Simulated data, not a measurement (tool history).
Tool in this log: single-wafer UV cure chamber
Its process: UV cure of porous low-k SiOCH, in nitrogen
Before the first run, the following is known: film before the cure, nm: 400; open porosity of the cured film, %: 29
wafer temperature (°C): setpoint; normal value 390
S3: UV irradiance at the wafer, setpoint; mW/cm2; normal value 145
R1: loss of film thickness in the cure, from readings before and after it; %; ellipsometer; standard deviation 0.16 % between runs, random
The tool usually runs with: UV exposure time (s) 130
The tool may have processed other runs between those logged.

Run 1, hour 0.0: usual settings but S3 137 mW/cm2. Result: R1 12.603 %.
Run 2, hour 12.4: usual settings but S3 137 mW/cm2. Result: R1 12.547 %.
Run 3, hour 26.7: usual settings but S3 137 mW/cm2. Result: R1 12.503 %.
Run 4, hour 43.3: usual settings but wafer temperature (°C) 382. Result: R1 12.510 %.
Run 5, hour 56.6: usual settings but wafer temperature (°C) 382. Result: R1 12.374 %.
Run 6, hour 69.0: usual settings. Result: R1 12.458 %.
Run 7, hour 81.2: usual settings but S3 115 mW/cm2. Result: R1 11.245 %.
At hour 90.1: UV bulbs replaced.
Run 8, hour 97.0: usual settings but S3 115 mW/cm2. Result: R1 11.303 %.
Run 9, hour 114.1: usual settings but wafer temperature (°C) 406, UV exposure time (s) 95, S3 127 mW/cm2. Result: R1 10.391 %.
At hour 127.7: quartz window cleaned.
Run 10, hour 128.2: usual settings but wafer temperature (°C) 399, UV exposure time (s) 95. Result: R1 12.435 %.
Run 11, hour 130.6: usual settings but UV exposure time (s) 60, S3 129 mW/cm2. Result: R1 9.351 %.
Run 12, hour 147.3: usual settings but S3 133 mW/cm2. Result: R1 13.418 %.
Run 13, hour 160.3: usual settings but wafer temperature (°C) 385, UV exposure time (s) 175. Result: R1 15.369 %.
Run 14, hour 173.9: usual settings but UV exposure time (s) 65, S3 115 mW/cm2. Result: R1 8.578 %.
Run 15, hour 187.6: usual settings but UV exposure time (s) 105. Result: R1 12.593 %.
Run 16, hour 201.1: usual settings. Result: R1 13.397 %.
Run 17, hour 214.0: usual settings. Result: R1 13.403 %.

5 options for the next run, each taken on its own from the tool as it stands now. Forecast them:
Run A, hour 214.5: usual settings. Result: R1 ?.
Run B, hour 214.5: usual settings but wafer temperature (°C) 379, UV exposure time (s) 60, S3 105 mW/cm2. Result: R1 ?.
Run C, hour 214.5: usual settings but wafer temperature (°C) 396, UV exposure time (s) 65, S3 181 mW/cm2. Result: R1 ?.
Run D, hour 214.5: usual settings but wafer temperature (°C) 383, UV exposure time (s) 80, S3 175 mW/cm2. Result: R1 ?.
Run E, hour 214.5: usual settings but wafer temperature (°C) 408, UV exposure time (s) 180. Result: R1 ?.

run      R1
  A  13.563
  B   7.377
  C  11.034
  D  11.716
  E  15.870
With no hidden state in the tool, these same runs would have given:
run      R1
  A  14.331
  B   8.040
  C  11.776
  D  12.466
  E  16.665

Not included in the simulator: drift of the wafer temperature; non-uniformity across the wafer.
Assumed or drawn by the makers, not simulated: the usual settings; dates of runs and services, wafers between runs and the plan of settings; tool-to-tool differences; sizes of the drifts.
